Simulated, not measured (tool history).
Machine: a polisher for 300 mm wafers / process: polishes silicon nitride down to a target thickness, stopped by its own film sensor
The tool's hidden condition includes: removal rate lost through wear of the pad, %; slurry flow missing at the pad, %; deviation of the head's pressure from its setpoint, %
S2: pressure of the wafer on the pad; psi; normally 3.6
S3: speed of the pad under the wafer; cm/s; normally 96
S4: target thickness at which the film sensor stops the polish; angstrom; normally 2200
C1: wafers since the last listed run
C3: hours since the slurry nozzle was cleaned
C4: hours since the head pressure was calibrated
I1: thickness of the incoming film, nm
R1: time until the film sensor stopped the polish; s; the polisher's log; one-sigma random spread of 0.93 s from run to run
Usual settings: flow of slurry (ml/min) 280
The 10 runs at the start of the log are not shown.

{"run": 11, "hour": 243.7, "flow of slurry (ml/min)": 280, "S2": 3.6, "S3": 96, "S4": 1910, "C1": 206, "wafers polished on this pad": 860, "C3": 395.1, "C4": 296.9, "I1": 398.5, "R1": 130.9}
{"hour": 297.4, "done": "slurry nozzle cleaned"}
{"hour": 314.5, "done": "worn pad replaced by a new one"}
{"hour": 341.1, "done": "head pressure recalibrated"}
{"run": 12, "hour": 342.9, "flow of slurry (ml/min)": 280, "S2": 3.6, "S3": 96, "S4": 2200, "C1": 590, "wafers polished on this pad": 168, "C3": 45.5, "C4": 1.8, "I1": 399.6, "R1": 115.1}
{"run": 13, "hour": 369.8, "flow of slurry (ml/min)": 280, "S2": 3.6, "S3": 96, "S4": 2200, "C1": 172, "wafers polished on this pad": 341, "C3": 72.4, "C4": 28.7, "I1": 394.3, "R1": 111.1}
{"run": 14, "hour": 399.1, "flow of slurry (ml/min)": 280, "S2": 3.6, "S3": 96, "S4": 2200, "C1": 187, "wafers polished on this pad": 528, "C3": 101.7, "C4": 58.0, "I1": 396.4, "R1": 112.8}
{"run": 15, "hour": 423.2, "flow of slurry (ml/min)": 280, "S2": 3.6, "S3": 96, "S4": 2200, "C1": 154, "wafers polished on this pad": 682, "C3": 125.8, "C4": 82.1, "I1": 405.2, "R1": 116.4}
{"run": 16, "hour": 452.8, "flow of slurry (ml/min)": 280, "S2": 3.6, "S3": 96, "S4": 2200, "C1": 189, "wafers polished on this pad": 872, "C3": 155.4, "C4": 111.7, "I1": 401.7, "R1": 116.9}
{"run": 17, "hour": 481.0, "flow of slurry (ml/min)": 280, "S2": 3.6, "S3": 96, "S4": 2200, "C1": 180, "wafers polished on this pad": 1052, "C3": 183.6, "C4": 139.9, "I1": 406.8, "R1": 118.7}
{"hour": 487.9, "done": "worn pad replaced by a new one"}
{"run": 18, "hour": 501.7, "flow of slurry (ml/min)": 280, "S2": 3.6, "S3": 96, "S4": 2200, "C1": 106, "wafers polished on this pad": 88, "C3": 204.3, "C4": 160.6, "I1": 399.7, "R1": 114.0}
{"run": 19, "hour": 516.9, "flow of slurry (ml/min)": 280, "S2": 3.6, "S3": 96, "S4": 2360, "C1": 97, "wafers polished on this pad": 185, "C3": 219.5, "C4": 175.8, "I1": 403.7, "R1": 106.5}
{"run": 20, "hour": 550.9, "flow of slurry (ml/min)": 280, "S2": 4.8, "S3": 96, "S4": 2200, "C1": 217, "wafers polished on this pad": 403, "C3": 253.5, "C4": 209.8, "I1": 398.9, "R1": 84.6}
{"run": 21, "hour": 574.2, "flow of slurry (ml/min)": 280, "S2": 3.6, "S3": 96, "S4": 2200, "C1": 149, "wafers polished on this pad": 552, "C3": 276.8, "C4": 233.1, "I1": 402.9, "R1": 116.7}
{"run": 22, "hour": 595.6, "flow of slurry (ml/min)": 280, "S2": 3.6, "S3": 96, "S4": 2200, "C1": 136, "wafers polished on this pad": 689, "C3": 298.2, "C4": 254.5, "I1": 406.6, "R1": 119.1}
{"run": 23, "hour": 621.0, "flow of slurry (ml/min)": 225, "S2": 3.6, "S3": 122, "S4": 2200, "C1": 162, "wafers polished on this pad": 851, "C3": 323.6, "C4": 279.9, "I1": 391.8, "R1": 91.2}
{"run": 24, "hour": 643.0, "flow of slurry (ml/min)": 280, "S2": 3.6, "S3": 96, "S4": 2200, "C1": 140, "wafers polished on this pad": 992, "C3": 345.6, "C4": 301.9, "I1": 406.1, "R1": 116.9}
{"hour": 667.6, "done": "worn pad replaced by a new one"}
{"run": 25, "hour": 676.0, "flow of slurry (ml/min)": 235, "S2": 4.7, "S3": 116, "S4": 2200, "C1": 185, "wafers polished on this pad": 53, "C3": 378.6, "C4": 334.9, "I1": 404.3, "R1": 77.9}
{"run": 26, "hour": 711.4, "flow of slurry (ml/min)": 280, "S2": 4.0, "S3": 96, "S4": 2200, "C1": 226, "wafers polished on this pad": 280, "C3": 414.0, "C4": 370.3, "I1": 404.2, "R1": 104.0}

Run 27 comes next. What will it give?
{"hour": 729.6, "done": "slurry nozzle cleaned"}
{"run": 27, "hour": 743.5, "flow of slurry (ml/min)": 280, "S2": 4.6, "S3": 96, "S4": 2200, "C1": 199, "wafers polished on this pad": 479, "C3": 13.9, "C4": 402.4, "I1": 394.1, "R1": "?"}

{"run 27": {"R1": 85.7}}
If the tool had no hidden condition, the same run with the same run-to-run variation would have returned R1 85.7 s.

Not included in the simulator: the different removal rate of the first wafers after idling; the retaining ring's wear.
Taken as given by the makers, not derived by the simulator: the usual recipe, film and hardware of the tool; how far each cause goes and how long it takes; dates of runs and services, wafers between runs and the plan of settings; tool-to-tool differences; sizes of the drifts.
